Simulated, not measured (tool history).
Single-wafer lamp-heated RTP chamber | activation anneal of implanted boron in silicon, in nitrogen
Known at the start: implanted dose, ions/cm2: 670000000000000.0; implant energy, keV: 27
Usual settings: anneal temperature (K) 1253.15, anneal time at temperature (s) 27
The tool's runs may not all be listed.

run,day,anneal temperature (K),anneal time at temperature (s),wafers since the last listed run,wafers since the last pyrometer calibration,wafers since the reflector plate was cleaned,hours since the gauge calibration,"read-back reference wafer on the same gauge, sheet resistance",sheet resistance of the implanted and annealed layer (ohm/square)
1,0,1271.15,27,0,6512,113,417.4,202.99,169.62
# day 0.371: pyrometer window cleaned and pyrometer calibrated
2,1.546,1271.15,27,610,591,724,454.5,203.14,169.03
3,3.875,1253.15,40,1172,1764,1896,510.4,203.04,176.34
4,6.708,1253.15,40,1426,3190,3322,578.4,202.85,176.57
5,8.796,1253.15,16,1050,4241,4373,628.5,202.89,183.33
6,10.471,1253.15,16,843,5084,5216,668.7,202.82,182.87
# day 11.183: reflector plate cleaned
7,13.358,1253.15,31,1285,6370,1094,738,203.22,177.15
8,15.446,1253.15,31,1050,7420,2145,788.1,203.26,176.57
9,17.588,1253.15,35,1078,8499,3223,839.5,203.35,176.59
# day 18.188: pyrometer window cleaned and pyrometer calibrated
# day 20.417: reflector plate cleaned
10,20.438,1253.15,35,1099,963,10,907.9,203.02,177.31
11,22.017,1253.15,35,794,1758,805,945.8,203.02,176.46
12,23.983,1253.15,39,990,2748,1795,993,202.73,176.32
13,25.146,1253.15,39,585,3333,2380,1020.9,203.04,176.23
14,26.788,1253.15,41,826,4160,3207,1060.3,203.09,176.19
15,29.579,1253.15,27,1405,5565,4612,1127.3,202.82,179.49
16,31.221,1278.15,27,826,6392,5438,1166.7,202.98,167.37
# day 31.888: gauge calibrated
# day 32.4: reflector plate cleaned
17,32.817,1253.15,42,635,7027,209,22.3,202.77,175.82
# day 33.554: pyrometer window cleaned and pyrometer calibrated
18,34.021,1277.15,27,438,235,647,51.2,203.14,168.58
19,36.296,1253.15,37,1145,1380,1793,105.8,203.37,176.89
20,38.054,1253.15,39,885,2265,2678,148,202.94,176.51
21,39.071,1270.15,34,511,2777,3190,172.4,203.08,169.05
22,41.696,1253.15,27,1321,4098,4511,235.4,203.12,178.69
# day 42.404: reflector plate cleaned
23,44.246,1236.15,12,1115,5214,926,296.6,203.25,209.86
24,45.371,1229.15,21,566,5781,1492,323.6,203.07,213.38
25,48.283,1277.15,14,1466,7247,2958,393.5,203.07,168.15
26,50.588,1253.15,14,1159,8407,4118,448.8,203.12,183.2
# day 51.417: pyrometer window cleaned and pyrometer calibrated
27,52.883,1243.15,27,987,737,5106,503.9,203.07,187.93

5 ways to go on from here, each from the tool as it stands after run 27. What would each give?
A,52.9,1253.15,27,8,745,5114,504.3,?,?
B,52.9,1271.15,36,8,745,5114,504.3,?,?
C,52.9,1241.15,17,8,745,5114,504.3,?,?
D,52.9,1237.15,27,8,745,5114,504.3,?,?
E,52.9,1234.15,39,8,745,5114,504.3,?,?

run,"read-back reference wafer on the same gauge, sheet resistance",sheet resistance of the implanted and annealed layer (ohm/square)
A,203.16,177.59
B,203.16,167.58
C,203.16,194.66
D,203.16,193.47
E,203.16,191.96
Without the tool's hidden state the same runs would have given:
run,sheet resistance of the implanted and annealed layer (ohm/square)
A,177.59
B,167.58
C,194.66
D,193.47
E,191.96

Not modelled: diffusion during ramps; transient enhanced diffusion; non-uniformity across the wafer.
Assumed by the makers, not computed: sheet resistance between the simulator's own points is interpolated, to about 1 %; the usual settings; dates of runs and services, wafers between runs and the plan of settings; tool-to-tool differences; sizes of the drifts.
